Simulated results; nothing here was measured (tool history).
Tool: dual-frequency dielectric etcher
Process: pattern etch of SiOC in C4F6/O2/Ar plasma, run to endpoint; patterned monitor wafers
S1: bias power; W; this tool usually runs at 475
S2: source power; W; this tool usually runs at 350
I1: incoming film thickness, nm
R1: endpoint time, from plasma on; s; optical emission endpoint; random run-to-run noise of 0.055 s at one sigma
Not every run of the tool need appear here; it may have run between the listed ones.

run 1 hour=0 | S1=475 S2=350 | I1=50.9 | R1=17.8
run 2 hour=9 | S1=475 S2=350 | I1=50.9 | R1=17.7
run 3 hour=18.9 | S1=475 S2=350 | I1=51.1 | R1=17.8
run 4 hour=30.1 | S1=475 S2=350 | I1=51.2 | R1=17.7
run 5 hour=38.6 | S1=475 S2=350 | I1=50.9 | R1=17.7
run 6 hour=52.1 | S1=475 S2=350 | I1=50.8 | R1=17.7
run 7 hour=58.3 | S1=475 S2=350 | I1=50.9 | R1=17.6
run 8 hour=64.6 | S1=475 S2=350 | I1=50.6 | R1=17.6
run 9 hour=75.1 | S1=475 S2=350 | I1=51.6 | R1=17.9
-- hour=102.4 wet clean of the chamber
run 10 hour=102.9 | S1=418 S2=300 | I1=51.1 | R1=20.1
run 11 hour=103.2 | S1=475 S2=380 | I1=50.8 | R1=17.7
run 12 hour=111.8 | S1=475 S2=380 | I1=50.5 | R1=17.6
run 13 hour=125.8 | S1=475 S2=380 | I1=51.2 | R1=17.9
run 14 hour=134.7 | S1=475 S2=350 | I1=50.8 | R1=18
-- hour=149.6 bias power generator calibrated
run 15 hour=150.1 | S1=475 S2=350 | I1=50.9 | R1=18.1
run 16 hour=159.3 | S1=475 S2=350 | I1=50.9 | R1=18.1
run 17 hour=175.7 | S1=405 S2=300 | I1=50.4 | R1=20.1
run 18 hour=184.7 | S1=417 S2=390 | I1=50.7 | R1=18.6
-- hour=207.9 source power generator calibrated
-- hour=222.8 upper electrode replaced
run 19 hour=223.3 | S1=475 S2=350 | I1=51.3 | R1=18.1
run 20 hour=223.6 | S1=475 S2=350 | I1=50 | R1=17.6
run 21 hour=223.9 | S1=579 S2=290 | I1=50.2 | R1=17
run 22 hour=227.9 | S1=426 S2=320 | I1=50.4 | R1=19.3
run 23 hour=236.1 | S1=475 S2=310 | I1=51.4 | R1=18.7
run 24 hour=243.8 | S1=563 S2=390 | I1=50.7 | R1=16.1
run 25 hour=260.9 | S1=475 S2=420 | I1=50.9 | R1=17.1
run 26 hour=272.6 | S1=475 S2=350 | I1=51.1 | R1=18
run 27 hour=280.5 | S1=475 S2=350 | I1=50.8 | R1=17.8
run 28 hour=287.9 | S1=366 S2=380 | I1=50.5 | R1=19.7
run 29 hour=301.2 | S1=546 S2=280 | I1=51 | R1=17.8
run 30 hour=308 | S1=475 S2=350 | I1=50.7 | R1=17.7
run 31 hour=323.6 | S1=407 S2=290 | I1=51.7 | R1=20.5

What was the tool's hidden state at every run in the log?
bias power that arrives over what is set, %: 0, the same for each run
source power that arrives over what is set, %: 0, the same for each run
H1: etch rate over this chamber's usual, %
run=1 H1=2.83
run=2 H1=2.9
run=3 H1=2.97
run=4 H1=3.05
run=5 H1=3.11
run=6 H1=3.2
run=7 H1=3.25
run=8 H1=3.29
run=9 H1=3.37
run=10 H1=0.261
run=11 H1=0.263
run=12 H1=0.324
run=13 H1=0.423
run=14 H1=0.486
run=15 H1=0.595
run=16 H1=0.66
run=17 H1=0.776
run=18 H1=0.84
run=19 H1=1.11
run=20 H1=1.12
run=21 H1=1.12
run=22 H1=1.15
run=23 H1=1.2
run=24 H1=1.26
run=25 H1=1.38
run=26 H1=1.46
run=27 H1=1.52
run=28 H1=1.57
run=29 H1=1.67
run=30 H1=1.71
run=31 H1=1.82
